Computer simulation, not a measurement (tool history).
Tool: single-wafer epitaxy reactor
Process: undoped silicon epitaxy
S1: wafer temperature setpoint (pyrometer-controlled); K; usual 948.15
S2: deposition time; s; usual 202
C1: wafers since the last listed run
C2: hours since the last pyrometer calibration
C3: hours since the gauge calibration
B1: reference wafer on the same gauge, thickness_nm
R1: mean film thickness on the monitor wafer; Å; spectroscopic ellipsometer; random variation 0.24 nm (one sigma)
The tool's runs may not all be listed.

| run | hour | S1 | S2 | C1 | C2 | C3 | B1 | R1 |
|---|---|---|---|---|---|---|---|---|
| 1 | 0.0 | 948.15 | 202 | 0 | 1841.4 | 1.4 | 65.423 | 540.45 |
| 2 | 38.1 | 948.15 | 202 | 207 | 1879.5 | 39.5 | 65.421 | 540.36 |
| 3 | 69.7 | 948.15 | 202 | 172 | 1911.1 | 71.1 | 65.435 | 542.01 |
| 4 | 100.8 | 948.15 | 178 | 169 | 1942.2 | 102.2 | 65.465 | 474.88 |
| 5 | 150.5 | 948.15 | 178 | 271 | 1991.9 | 151.9 | 65.398 | 473.85 |
| 6 | 204.0 | 948.15 | 178 | 291 | 2045.4 | 205.4 | 65.442 | 478.81 |
| 7 | 262.1 | 957.15 | 202 | 316 | 2103.5 | 263.5 | 65.355 | 662.07 |
| 8 | 446.5 | 957.15 | 202 | 1006 | 2287.9 | 447.9 | 65.420 | 663.47 |
| 9 | 488.2 | 957.15 | 202 | 227 | 2329.6 | 489.6 | 65.422 | 662.18 |
| 10 | 542.0 | 948.15 | 202 | 293 | 2383.4 | 543.4 | 65.426 | 536.62 |
| 11 | 582.5 | 948.15 | 202 | 220 | 2423.9 | 583.9 | 65.395 | 537.83 |
|  | 598.2 | pyrometer calibrated |
| 12 | 612.9 | 948.15 | 202 | 122 | 14.7 | 614.3 | 65.355 | 497.95 |
| 13 | 662.7 | 948.15 | 202 | 271 | 64.5 | 664.1 | 65.405 | 497.54 |
| 14 | 703.7 | 943.15 | 170 | 223 | 105.5 | 705.1 | 65.381 | 369.42 |
| 15 | 755.2 | 943.15 | 170 | 280 | 157.0 | 756.6 | 65.428 | 368.68 |
| 16 | 798.9 | 956.15 | 240 | 238 | 200.7 | 800.3 | 65.412 | 699.55 |
|  | 830.5 | pyrometer calibrated, repeated, since the last time left the tool worse |
| 17 | 863.8 | 961.15 | 231 | 310 | 33.3 | 865.2 | 65.393 | 875.84 |
| 18 | 892.9 | 935.15 | 183 | 158 | 62.4 | 894.3 | 65.446 | 376.36 |
|  | 924.1 | gauge calibrated |
| 19 | 960.5 | 956.15 | 240 | 368 | 130.0 | 36.4 | 65.351 | 807.77 |
| 20 | 996.1 | 948.15 | 202 | 194 | 165.6 | 72.0 | 65.422 | 560.98 |
| 21 | 1054.2 | 934.15 | 240 | 316 | 223.7 | 130.1 | 65.386 | 474.43 |
| 22 | 1108.9 | 942.15 | 184 | 298 | 278.4 | 184.8 | 65.401 | 441.14 |
| 23 | 1165.2 | 948.15 | 179 | 307 | 334.7 | 241.1 | 65.398 | 495.68 |
| 24 | 1210.5 | 952.15 | 225 | 247 | 380.0 | 286.4 | 65.408 | 682.35 |
| 25 | 1235.1 | 948.15 | 202 | 134 | 404.6 | 311.0 | 65.407 | 558.07 |
| 26 | 1297.8 | 956.15 | 240 | 342 | 467.3 | 373.7 | 65.386 | 793.28 |
| 27 | 1348.7 | 954.15 | 178 | 277 | 518.2 | 424.6 | 65.385 | 562.04 |
| 28 | 1495.8 | 948.15 | 176 | 802 | 665.3 | 571.7 | 65.455 | 476.93 |
| 29 | 1534.3 | 939.15 | 237 | 210 | 703.8 | 610.2 | 65.383 | 517.12 |
| 30 | 1590.8 | 948.15 | 202 | 308 | 760.3 | 666.7 | 65.459 | 547.05 |

What the log doesn't show, run by run:
gauge reads high (%): 0 in every run
H1: wafer temperature above the value expected at the setpoint (K)
| run | H1 |
|---|---|
| 1 | -3.06 |
| 2 | -3.08 |
| 3 | -3.1 |
| 4 | -3.11 |
| 5 | -3.14 |
| 6 | -3.16 |
| 7 | -3.19 |
| 8 | -3.25 |
| 9 | -3.27 |
| 10 | -3.29 |
| 11 | -3.3 |
| 12 | -6.26 |
| 13 | -6.44 |
| 14 | -6.59 |
| 15 | -6.76 |
| 16 | -6.9 |
| 17 | -0.662 |
| 18 | -0.768 |
| 19 | -1 |
| 20 | -1.12 |
| 21 | -1.3 |
| 22 | -1.46 |
| 23 | -1.61 |
| 24 | -1.73 |
| 25 | -1.79 |
| 26 | -1.94 |
| 27 | -2.06 |
| 28 | -2.36 |
| 29 | -2.43 |
| 30 | -2.53 |

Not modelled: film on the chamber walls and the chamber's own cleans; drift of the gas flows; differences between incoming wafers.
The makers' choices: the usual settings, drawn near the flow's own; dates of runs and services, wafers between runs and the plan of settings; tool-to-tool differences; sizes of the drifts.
